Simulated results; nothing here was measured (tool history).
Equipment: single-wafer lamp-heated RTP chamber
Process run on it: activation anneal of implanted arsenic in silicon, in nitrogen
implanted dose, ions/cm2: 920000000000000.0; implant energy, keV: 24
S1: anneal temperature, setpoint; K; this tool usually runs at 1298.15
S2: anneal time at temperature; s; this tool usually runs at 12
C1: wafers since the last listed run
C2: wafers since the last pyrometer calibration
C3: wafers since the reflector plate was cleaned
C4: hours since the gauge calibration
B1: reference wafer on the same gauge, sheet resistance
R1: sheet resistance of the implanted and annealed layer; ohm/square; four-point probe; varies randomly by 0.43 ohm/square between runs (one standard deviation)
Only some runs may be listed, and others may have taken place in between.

run,hour,S1,S2,C1,C2,C3,C4,B1,R1
1,0.0,1298.15,12,0,5405,10336,611.4,146.99,137.72
# hour 66.7: pyrometer window cleaned and pyrometer calibrated
2,78.0,1298.15,12,1196,193,11532,689.4,146.98,139.37
3,127.8,1298.15,12,851,1044,12384,739.2,146.97,139.36
# hour 163.3: reflector plate cleaned
4,209.9,1298.15,12,1266,2310,795,821.3,147.05,138.39
5,280.2,1298.15,11,1201,3512,1997,891.6,147.00,137.98
6,369.0,1298.15,11,1517,5030,3514,980.4,147.08,138.80
# hour 436.8: pyrometer window cleaned and pyrometer calibrated
# hour 536.9: gauge calibrated
7,591.0,1298.15,12,3657,2634,7172,54.1,146.99,138.50
8,698.9,1298.15,12,1844,4478,9016,162.0,147.00,138.30
9,752.7,1298.15,12,919,5398,9935,215.8,147.05,137.11
# hour 837.2: pyrometer window cleaned and pyrometer calibrated
10,838.8,1298.15,17,1334,27,11270,301.9,146.95,135.84
11,891.0,1298.15,17,892,919,12162,354.1,147.01,136.51
12,966.3,1313.15,16,1286,2206,13449,429.4,147.02,133.60
# hour 1008.3: reflector plate cleaned
13,1036.0,1298.15,12,1054,3261,473,499.1,146.99,137.63
14,1129.1,1306.15,12,1591,4852,2065,592.2,146.98,135.96
15,1179.9,1298.15,12,868,5720,2933,643.0,147.01,137.05
# hour 1220.2: pyrometer window cleaned and pyrometer calibrated
16,1228.4,1314.15,10,692,140,3625,691.5,146.98,137.93
17,1271.3,1268.15,9,733,873,4358,734.4,146.97,147.89
18,1346.7,1298.15,12,1288,2162,5647,809.8,146.88,138.97
19,1429.3,1298.15,12,1411,3573,7058,892.4,147.10,138.23
20,1514.9,1318.15,12,1462,5036,8521,978.0,146.99,134.50
# hour 1548.3: gauge calibrated
# hour 1566.2: pyrometer window cleaned and pyrometer calibrated
21,1581.6,1298.15,12,1003,263,9525,33.3,146.97,139.05
22,1687.9,1287.15,9,1816,2080,11341,139.6,146.99,143.17
# hour 1746.8: reflector plate cleaned
23,1782.8,1313.15,12,1485,3565,615,234.5,146.90,135.58

Here are 5 independent what-if runs from the current tool condition. What would each one return?
A,1783.2,1298.15,14,6,3572,622,234.9,?,?
B,1783.2,1277.15,12,6,3572,622,234.9,?,?
C,1783.2,1269.15,9,6,3572,622,234.9,?,?
D,1783.2,1287.15,19,6,3572,622,234.9,?,?
E,1783.2,1274.15,10,6,3572,622,234.9,?,?

run,B1,R1
A,147.03,137.92
B,147.03,143.16
C,147.03,147.46
D,147.03,137.50
E,147.03,145.37
With the hidden condition removed and each run's random variation left untouched, the same runs would have given:
run,R1
A,138.73
B,144.14
C,148.58
D,138.36
E,146.41
